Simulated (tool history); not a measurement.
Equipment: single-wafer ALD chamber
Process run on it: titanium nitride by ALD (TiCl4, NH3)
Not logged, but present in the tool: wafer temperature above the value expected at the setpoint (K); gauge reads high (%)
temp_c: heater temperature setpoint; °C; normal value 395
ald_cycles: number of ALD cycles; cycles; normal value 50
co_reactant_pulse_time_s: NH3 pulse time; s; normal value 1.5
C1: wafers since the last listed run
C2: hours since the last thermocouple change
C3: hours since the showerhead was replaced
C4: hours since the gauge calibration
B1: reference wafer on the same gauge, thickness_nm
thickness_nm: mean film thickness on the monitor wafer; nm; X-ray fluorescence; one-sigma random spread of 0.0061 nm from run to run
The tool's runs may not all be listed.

{"run": 1, "hour": 0.0, "temp_c": 395, "ald_cycles": 50, "co_reactant_pulse_time_s": 1.23, "C1": 0, "C2": 761.7, "C3": 1607.2, "C4": 1426.8, "B1": 0.954, "thickness_nm": 1.025}
{"run": 2, "hour": 67.5, "temp_c": 395, "ald_cycles": 50, "co_reactant_pulse_time_s": 1.23, "C1": 264, "C2": 829.2, "C3": 1674.7, "C4": 1494.3, "B1": 0.953, "thickness_nm": 1.027}
{"run": 3, "hour": 283.2, "temp_c": 395, "ald_cycles": 50, "co_reactant_pulse_time_s": 1.23, "C1": 846, "C2": 1044.9, "C3": 1890.4, "C4": 1710, "B1": 0.95, "thickness_nm": 1.016}
{"run": 4, "hour": 378.6, "temp_c": 395, "ald_cycles": 50, "co_reactant_pulse_time_s": 1.5, "C1": 374, "C2": 1140.3, "C3": 1985.8, "C4": 1805.4, "B1": 0.948, "thickness_nm": 1.021}
{"run": 5, "hour": 480.1, "temp_c": 395, "ald_cycles": 50, "co_reactant_pulse_time_s": 1.5, "C1": 398, "C2": 1241.8, "C3": 2087.3, "C4": 1906.9, "B1": 0.947, "thickness_nm": 1.025}
{"run": 6, "hour": 539.9, "temp_c": 395, "ald_cycles": 50, "co_reactant_pulse_time_s": 1.5, "C1": 234, "C2": 1301.6, "C3": 2147.1, "C4": 1966.7, "B1": 0.945, "thickness_nm": 1.02}
{"run": 7, "hour": 599.7, "temp_c": 395, "ald_cycles": 50, "co_reactant_pulse_time_s": 1.5, "C1": 234, "C2": 1361.4, "C3": 2206.9, "C4": 2026.5, "B1": 0.945, "thickness_nm": 1.016}
{"run": 8, "hour": 666.7, "temp_c": 395, "ald_cycles": 50, "co_reactant_pulse_time_s": 1.5, "C1": 262, "C2": 1428.4, "C3": 2273.9, "C4": 2093.5, "B1": 0.945, "thickness_nm": 1.021}
{"run": 9, "hour": 758.6, "temp_c": 395, "ald_cycles": 50, "co_reactant_pulse_time_s": 1.05, "C1": 360, "C2": 1520.3, "C3": 2365.8, "C4": 2185.4, "B1": 0.944, "thickness_nm": 0.988}
{"run": 10, "hour": 837.9, "temp_c": 395, "ald_cycles": 53, "co_reactant_pulse_time_s": 1.87, "C1": 311, "C2": 1599.6, "C3": 2445.1, "C4": 2264.7, "B1": 0.943, "thickness_nm": 1.093}
{"hour": 909.1, "done": "showerhead replaced"}
{"run": 11, "hour": 909.6, "temp_c": 395, "ald_cycles": 50, "co_reactant_pulse_time_s": 1.7, "C1": 249, "C2": 1671.3, "C3": 0.5, "C4": 2336.4, "B1": 0.941, "thickness_nm": 1.016}
{"hour": 938.9, "done": "gauge calibrated"}
{"run": 12, "hour": 987.7, "temp_c": 395, "ald_cycles": 50, "co_reactant_pulse_time_s": 1.7, "C1": 306, "C2": 1749.4, "C3": 78.6, "C4": 48.8, "B1": 0.967, "thickness_nm": 1.042}
{"run": 13, "hour": 1084.2, "temp_c": 395, "ald_cycles": 50, "co_reactant_pulse_time_s": 1.5, "C1": 378, "C2": 1845.9, "C3": 175.1, "C4": 145.3, "B1": 0.965, "thickness_nm": 1.052}
{"run": 14, "hour": 1172.7, "temp_c": 395, "ald_cycles": 50, "co_reactant_pulse_time_s": 1.03, "C1": 347, "C2": 1934.4, "C3": 263.6, "C4": 233.8, "B1": 0.965, "thickness_nm": 1.005}
{"run": 15, "hour": 1275.6, "temp_c": 395, "ald_cycles": 50, "co_reactant_pulse_time_s": 1.5, "C1": 403, "C2": 2037.3, "C3": 366.5, "C4": 336.7, "B1": 0.962, "thickness_nm": 1.042}
{"run": 16, "hour": 1374.1, "temp_c": 395, "ald_cycles": 50, "co_reactant_pulse_time_s": 1.5, "C1": 386, "C2": 2135.8, "C3": 465, "C4": 435.2, "B1": 0.962, "thickness_nm": 1.045}
{"run": 17, "hour": 1437.0, "temp_c": 395, "ald_cycles": 50, "co_reactant_pulse_time_s": 1.5, "C1": 246, "C2": 2198.7, "C3": 527.9, "C4": 498.1, "B1": 0.96, "thickness_nm": 1.036}
{"run": 18, "hour": 1512.4, "temp_c": 400, "ald_cycles": 44, "co_reactant_pulse_time_s": 1.5, "C1": 295, "C2": 2274.1, "C3": 603.3, "C4": 573.5, "B1": 0.959, "thickness_nm": 0.912}
{"run": 19, "hour": 1560.2, "temp_c": 395, "ald_cycles": 57, "co_reactant_pulse_time_s": 1.5, "C1": 187, "C2": 2321.9, "C3": 651.1, "C4": 621.3, "B1": 0.96, "thickness_nm": 1.175}
{"hour": 1638.2, "done": "thermocouple changed; heater temperature recalibrated"}
{"run": 20, "hour": 1735.7, "temp_c": 395, "ald_cycles": 43, "co_reactant_pulse_time_s": 1.67, "C1": 657, "C2": 97.5, "C3": 826.6, "C4": 796.8, "B1": 0.955, "thickness_nm": 0.895}
{"run": 21, "hour": 1790.5, "temp_c": 404, "ald_cycles": 53, "co_reactant_pulse_time_s": 1.73, "C1": 215, "C2": 152.3, "C3": 881.4, "C4": 851.6, "B1": 0.955, "thickness_nm": 1.107}
{"run": 22, "hour": 1851.4, "temp_c": 409, "ald_cycles": 59, "co_reactant_pulse_time_s": 1.07, "C1": 239, "C2": 213.2, "C3": 942.3, "C4": 912.5, "B1": 0.955, "thickness_nm": 1.195}
{"run": 23, "hour": 1931.8, "temp_c": 400, "ald_cycles": 53, "co_reactant_pulse_time_s": 2.01, "C1": 315, "C2": 293.6, "C3": 1022.7, "C4": 992.9, "B1": 0.953, "thickness_nm": 1.112}
{"run": 24, "hour": 1983.9, "temp_c": 389, "ald_cycles": 42, "co_reactant_pulse_time_s": 1.5, "C1": 204, "C2": 345.7, "C3": 1074.8, "C4": 1045, "B1": 0.953, "thickness_nm": 0.851}
{"run": 25, "hour": 2023.7, "temp_c": 395, "ald_cycles": 50, "co_reactant_pulse_time_s": 1.14, "C1": 156, "C2": 385.5, "C3": 1114.6, "C4": 1084.8, "B1": 0.953, "thickness_nm": 1.011}
{"run": 26, "hour": 2082.9, "temp_c": 395, "ald_cycles": 50, "co_reactant_pulse_time_s": 1.5, "C1": 232, "C2": 444.7, "C3": 1173.8, "C4": 1144, "B1": 0.951, "thickness_nm": 1.018}
{"run": 27, "hour": 2154.1, "temp_c": 395, "ald_cycles": 50, "co_reactant_pulse_time_s": 1.5, "C1": 279, "C2": 515.9, "C3": 1245, "C4": 1215.2, "B1": 0.951, "thickness_nm": 1.026}
{"run": 28, "hour": 2206.1, "temp_c": 405, "ald_cycles": 56, "co_reactant_pulse_time_s": 1.23, "C1": 204, "C2": 567.9, "C3": 1297, "C4": 1267.2, "B1": 0.949, "thickness_nm": 1.148}
{"run": 29, "hour": 2297.7, "temp_c": 400, "ald_cycles": 57, "co_reactant_pulse_time_s": 1.29, "C1": 359, "C2": 659.5, "C3": 1388.6, "C4": 1358.8, "B1": 0.948, "thickness_nm": 1.149}
{"run": 30, "hour": 2334.6, "temp_c": 400, "ald_cycles": 44, "co_reactant_pulse_time_s": 1.5, "C1": 144, "C2": 696.4, "C3": 1425.5, "C4": 1395.7, "B1": 0.947, "thickness_nm": 0.91}
{"run": 31, "hour": 2434.0, "temp_c": 395, "ald_cycles": 47, "co_reactant_pulse_time_s": 1.5, "C1": 390, "C2": 795.8, "C3": 1524.9, "C4": 1495.1, "B1": 0.946, "thickness_nm": 0.967}
{"run": 32, "hour": 2484.1, "temp_c": 387, "ald_cycles": 46, "co_reactant_pulse_time_s": 1.99, "C1": 196, "C2": 845.9, "C3": 1575, "C4": 1545.2, "B1": 0.946, "thickness_nm": 0.948}
{"run": 33, "hour": 2583.4, "temp_c": 395, "ald_cycles": 50, "co_reactant_pulse_time_s": 1.5, "C1": 389, "C2": 945.2, "C3": 1674.3, "C4": 1644.5, "B1": 0.945, "thickness_nm": 1.022}
{"run": 34, "hour": 2682.5, "temp_c": 405, "ald_cycles": 50, "co_reactant_pulse_time_s": 1.5, "C1": 388, "C2": 1044.3, "C3": 1773.4, "C4": 1743.6, "B1": 0.943, "thickness_nm": 1.023}
{"run": 35, "hour": 2726.5, "temp_c": 395, "ald_cycles": 46, "co_reactant_pulse_time_s": 2.08, "C1": 172, "C2": 1088.3, "C3": 1817.4, "C4": 1787.6, "B1": 0.942, "thickness_nm": 0.95}

Some steps in thickness_nm, run to run, broken into two amounts with sign: the step expected even without the hidden condition (settings, incoming material, random variation), and the rest, left for the hidden condition together with whatever gauge scatter is not in both the measured and the hidden-condition-free result:
Run 9 -> 10: ald_cycles 50 -> 53, co_reactant_pulse_time_s 1.05 -> 1.87. thickness_nm +0.105 nm: hidden state -0.004, all else +0.109.
Run 11 -> 12: gauge calibrated. thickness_nm +0.026 nm: hidden state +0.027, all else -0.001.
Run 18 -> 19: temp_c 400 -> 395, ald_cycles 44 -> 57. thickness_nm +0.263 nm: hidden state -0.004, all else +0.267.
Run 19 -> 20: ald_cycles 57 -> 43, co_reactant_pulse_time_s 1.5 -> 1.67, thermocouple changed; heater temperature recalibrated. thickness_nm -0.28 nm: hidden state +0, all else -0.28.
Run 23 -> 24: temp_c 400 -> 389, ald_cycles 53 -> 42, co_reactant_pulse_time_s 2.01 -> 1.5. thickness_nm -0.261 nm: hidden state +0.003, all else -0.264.
Run 29 -> 30: ald_cycles 57 -> 44, co_reactant_pulse_time_s 1.29 -> 1.5. thickness_nm -0.239 nm: hidden state +0.005, all else -0.244.

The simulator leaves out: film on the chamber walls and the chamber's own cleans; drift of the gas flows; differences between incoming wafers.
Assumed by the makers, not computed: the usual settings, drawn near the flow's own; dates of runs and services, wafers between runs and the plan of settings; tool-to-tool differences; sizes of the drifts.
